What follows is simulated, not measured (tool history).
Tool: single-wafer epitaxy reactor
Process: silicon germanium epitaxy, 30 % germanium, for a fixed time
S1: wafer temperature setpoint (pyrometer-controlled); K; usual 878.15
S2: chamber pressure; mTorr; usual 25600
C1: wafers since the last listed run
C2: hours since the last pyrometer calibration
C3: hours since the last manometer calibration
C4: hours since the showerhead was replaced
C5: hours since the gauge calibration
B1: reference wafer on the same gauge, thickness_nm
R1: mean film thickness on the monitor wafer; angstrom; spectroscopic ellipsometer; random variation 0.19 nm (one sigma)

Run 1, day 0: usual settings; C1 0; C2 2199.6; C3 893.7; C4 6608.2; C5 170; B1 82.085. Result: R1 857.48 angstrom.
Run 2, day 1.071: usual settings; C1 504; C2 2225.3; C3 919.4; C4 6633.9; C5 195.7; B1 82.153. Result: R1 854.72 angstrom.
Run 3, day 1.488: usual settings; C1 196; C2 2235.3; C3 929.4; C4 6643.9; C5 205.7; B1 82.084. Result: R1 858.4 angstrom.
Run 4, day 2.067: usual settings; C1 272; C2 2249.2; C3 943.3; C4 6657.8; C5 219.6; B1 82.07. Result: R1 856.11 angstrom.
Run 5, day 2.762: usual settings; C1 327; C2 2265.9; C3 960; C4 6674.5; C5 236.3; B1 82.08. Result: R1 863.2 angstrom.
Run 6, day 3.129: usual settings; C1 172; C2 2274.7; C3 968.8; C4 6683.3; C5 245.1; B1 82.145. Result: R1 857.53 angstrom.
Run 7, day 3.488: usual settings but S1 885.15 K, S2 24100 mTorr; C1 168; C2 2283.3; C3 977.4; C4 6691.9; C5 253.7; B1 82.119. Result: R1 959.76 angstrom.
Run 8, day 3.879: usual settings; C1 184; C2 2292.7; C3 986.8; C4 6701.3; C5 263.1; B1 82.113. Result: R1 855.54 angstrom.
Run 9, day 4.175: usual settings; C1 139; C2 2299.8; C3 993.9; C4 6708.4; C5 270.2; B1 82.048. Result: R1 861.62 angstrom.
Run 10, day 4.712: usual settings; C1 253; C2 2312.7; C3 1006.8; C4 6721.3; C5 283.1; B1 82.08. Result: R1 866.08 angstrom.
Run 11, day 5.221: usual settings but S1 886.15 K; C1 239; C2 2324.9; C3 1019; C4 6733.5; C5 295.3; B1 82.151. Result: R1 1016.39 angstrom.
Run 12, day 5.838: usual settings but S1 886.15 K; C1 290; C2 2339.7; C3 1033.8; C4 6748.3; C5 310.1; B1 82.076. Result: R1 1012.04 angstrom.
At day 6.021: gauge calibrated.
Run 13, day 6.567: usual settings but S1 886.15 K; C1 343; C2 2357.2; C3 1051.3; C4 6765.8; C5 13.1; B1 82.077. Result: R1 1012.75 angstrom.
Run 14, day 7.162: usual settings; C1 280; C2 2371.5; C3 1065.6; C4 6780.1; C5 27.4; B1 82.023. Result: R1 861.44 angstrom.
Run 15, day 7.688: usual settings; C1 247; C2 2384.1; C3 1078.2; C4 6792.7; C5 40; B1 82.069. Result: R1 864.98 angstrom.
At day 8.125: showerhead replaced.
Run 16, day 8.271: usual settings but S2 23000 mTorr; C1 117; C2 2398.1; C3 1092.2; C4 3.5; C5 54; B1 82.146. Result: R1 813.69 angstrom.
Run 17, day 8.596: usual settings but S1 884.15 K, S2 31400 mTorr; C1 153; C2 2405.9; C3 1100; C4 11.3; C5 61.8; B1 82.08. Result: R1 1082.85 angstrom.
At day 9.371: capacitance manometer re-zeroed and calibrated.
Run 18, day 9.392: usual settings but S1 890.15 K, S2 20000 mTorr; C1 217; C2 2425; C3 0.5; C4 30.4; C5 80.9; B1 82.083. Result: R1 920.27 angstrom.
Run 19, day 9.854: usual settings but S2 22100 mTorr; C1 217; C2 2436.1; C3 11.6; C4 41.5; C5 92; B1 82.113. Result: R1 766.3 angstrom.
Run 20, day 10.279: usual settings; C1 200; C2 2446.3; C3 21.8; C4 51.7; C5 102.2; B1 82.072. Result: R1 831.6 angstrom.
Run 21, day 11.221: usual settings but S1 890.15 K, S2 19700 mTorr; C1 443; C2 2468.9; C3 44.4; C4 74.3; C5 124.8; B1 82.121. Result: R1 917.84 angstrom.
Run 22, day 11.633: usual settings but S1 886.15 K, S2 23700 mTorr; C1 194; C2 2478.8; C3 54.3; C4 84.2; C5 134.7; B1 82.078. Result: R1 940.5 angstrom.
At day 12.112: pyrometer calibrated.
Run 23, day 12.217: usual settings but S1 866.15 K, S2 28800 mTorr; C1 117; C2 2.5; C3 68.3; C4 98.2; C5 148.7; B1 82.111. Result: R1 617.35 angstrom.
Run 24, day 12.846: usual settings but S1 885.15 K, S2 24100 mTorr; C1 296; C2 17.6; C3 83.4; C4 113.3; C5 163.8; B1 82.161. Result: R1 838.2 angstrom.
Run 25, day 13.396: usual settings but S1 890.15 K, S2 30100 mTorr; C1 259; C2 30.8; C3 96.6; C4 126.5; C5 177; B1 82.117. Result: R1 1037.19 angstrom.
Run 26, day 14.125: usual settings but S1 873.15 K, S2 27600 mTorr; C1 343; C2 48.3; C3 114.1; C4 144; C5 194.5; B1 82.16. Result: R1 704.29 angstrom.
Run 27, day 14.6: usual settings but S1 866.15 K, S2 29100 mTorr; C1 223; C2 59.7; C3 125.5; C4 155.4; C5 205.9; B1 82.081. Result: R1 624.35 angstrom.
Run 28, day 15.225: usual settings but S1 866.15 K; C1 294; C2 74.7; C3 140.5; C4 170.4; C5 220.9; B1 82.215. Result: R1 585.88 angstrom.

Forecast each of these 4 alternatives for the next run:
Run A, day 15.242: usual settings but S2 31700 mTorr; C1 7; C2 75.1; C3 140.9; C4 170.8; C5 221.3; B1 ?. Result: R1 ?.
Run B, day 15.242: usual settings but S1 864.15 K, S2 19700 mTorr; C1 7; C2 75.1; C3 140.9; C4 170.8; C5 221.3; B1 ?. Result: R1 ?.
Run C, day 15.242: usual settings but S1 891.15 K, S2 22900 mTorr; C1 7; C2 75.1; C3 140.9; C4 170.8; C5 221.3; B1 ?. Result: R1 ?.
Run D, day 15.242: usual settings but S1 884.15 K, S2 21900 mTorr; C1 7; C2 75.1; C3 140.9; C4 170.8; C5 221.3; B1 ?. Result: R1 ?.

run     B1      R1
  A  82.13   842.2
  B  82.13  489.08
  C  82.13  926.72
  D  82.13  786.06
Without the tool's hidden state the same runs would have given:
run      R1
  A  825.09
  B  478.85
  C  908.38
  D  770.28
